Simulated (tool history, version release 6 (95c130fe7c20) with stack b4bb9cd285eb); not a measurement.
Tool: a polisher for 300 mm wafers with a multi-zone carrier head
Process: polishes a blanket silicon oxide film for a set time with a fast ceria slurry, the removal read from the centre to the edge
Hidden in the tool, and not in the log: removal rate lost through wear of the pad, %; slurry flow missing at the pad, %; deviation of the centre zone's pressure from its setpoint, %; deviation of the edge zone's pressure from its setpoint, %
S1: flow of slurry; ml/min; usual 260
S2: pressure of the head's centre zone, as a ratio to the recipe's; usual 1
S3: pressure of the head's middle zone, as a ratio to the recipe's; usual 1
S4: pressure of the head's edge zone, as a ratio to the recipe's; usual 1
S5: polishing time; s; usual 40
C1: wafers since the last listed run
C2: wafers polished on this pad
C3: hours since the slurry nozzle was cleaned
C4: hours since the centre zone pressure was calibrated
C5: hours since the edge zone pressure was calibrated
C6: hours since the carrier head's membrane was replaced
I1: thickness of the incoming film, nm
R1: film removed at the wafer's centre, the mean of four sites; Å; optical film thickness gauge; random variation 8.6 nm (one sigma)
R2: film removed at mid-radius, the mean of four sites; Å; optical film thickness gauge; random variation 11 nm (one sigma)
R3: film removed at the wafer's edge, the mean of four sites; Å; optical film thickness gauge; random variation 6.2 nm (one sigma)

| run | hour | S1 | S2 | S3 | S4 | S5 | C1 | C2 | C3 | C4 | C5 | C6 | I1 | R1 | R2 | R3 |
|---|---|---|---|---|---|---|---|---|---|---|---|---|---|---|---|---|
| 1 | 0 | 260 | 1 | 1 | 1 | 40 | 0 | 94 | 250.9 | 202.4 | 1218.4 | 635.3 | 2345.5 | 6573 | 6654 | 6834 |
| 2 | 49.3 | 260 | 1 | 1 | 1 | 40 | 689 | 783 | 300.2 | 251.7 | 1267.7 | 684.6 | 2301.8 | 6781 | 6599 | 6764 |
| 3 | 114.1 | 260 | 1 | 1 | 1 | 40 | 906 | 1690 | 365 | 316.5 | 1332.5 | 749.4 | 2347.8 | 6691 | 6671 | 6734 |
|  | 133.7 | slurry nozzle cleaned |
|  | 171.5 | worn pad replaced by a new one |
| 4 | 219.7 | 230 | 1 | 1 | 1.04 | 40 | 1407 | 674 | 86 | 422.1 | 1438.1 | 855 | 2330.4 | 6651 | 6991 | 7092 |
| 5 | 284.2 | 230 | 1 | 1 | 1.04 | 40 | 902 | 1576 | 150.5 | 486.6 | 1502.6 | 919.5 | 2293.1 | 6609 | 6554 | 6998 |
|  | 291.7 | edge zone pressure recalibrated |
| 6 | 331.4 | 230 | 1 | 1 | 1.04 | 40 | 632 | 2208 | 197.7 | 533.8 | 39.7 | 966.7 | 2344.7 | 6496 | 6466 | 6858 |
|  | 350.9 | worn pad replaced by a new one |
|  | 453.4 | slurry nozzle cleaned |
|  | 460.5 | carrier head's membrane replaced by a new one |
|  | 485.3 | centre zone pressure recalibrated |
| 7 | 498.6 | 260 | 1 | 1 | 1 | 40 | 2171 | 1954 | 45.2 | 13.3 | 206.9 | 38.1 | 2350 | 7022 | 7202 | 7255 |
|  | 527.9 | worn pad replaced by a new one |
| 8 | 547.9 | 260 | 1 | 1 | 1 | 40 | 633 | 280 | 94.5 | 62.6 | 256.2 | 87.4 | 2316.7 | 7088 | 6890 | 7054 |
| 9 | 574.2 | 260 | 1 | 1 | 1 | 40 | 367 | 648 | 120.8 | 88.9 | 282.5 | 113.7 | 2349.5 | 6780 | 7000 | 7080 |
| 10 | 635.3 | 260 | 1 | 1 | 0.92 | 48 | 854 | 1502 | 181.9 | 150 | 343.6 | 174.8 | 2301.9 | 8064 | 7991 | 7980 |

Run 11 comes next. What will it give?
| 11 | 701.3 | 260 | 1 | 1 | 1 | 32 | 923 | 2426 | 247.9 | 216 | 409.6 | 240.8 | 2366.1 | ? | ? | ? |

{"run 11": {"R1": 5208, "R2": 5349, "R3": 5505}}
Without the tool's hidden state the same run would have given R1 5732 Å, R2 5826 Å, R3 5863 Å.
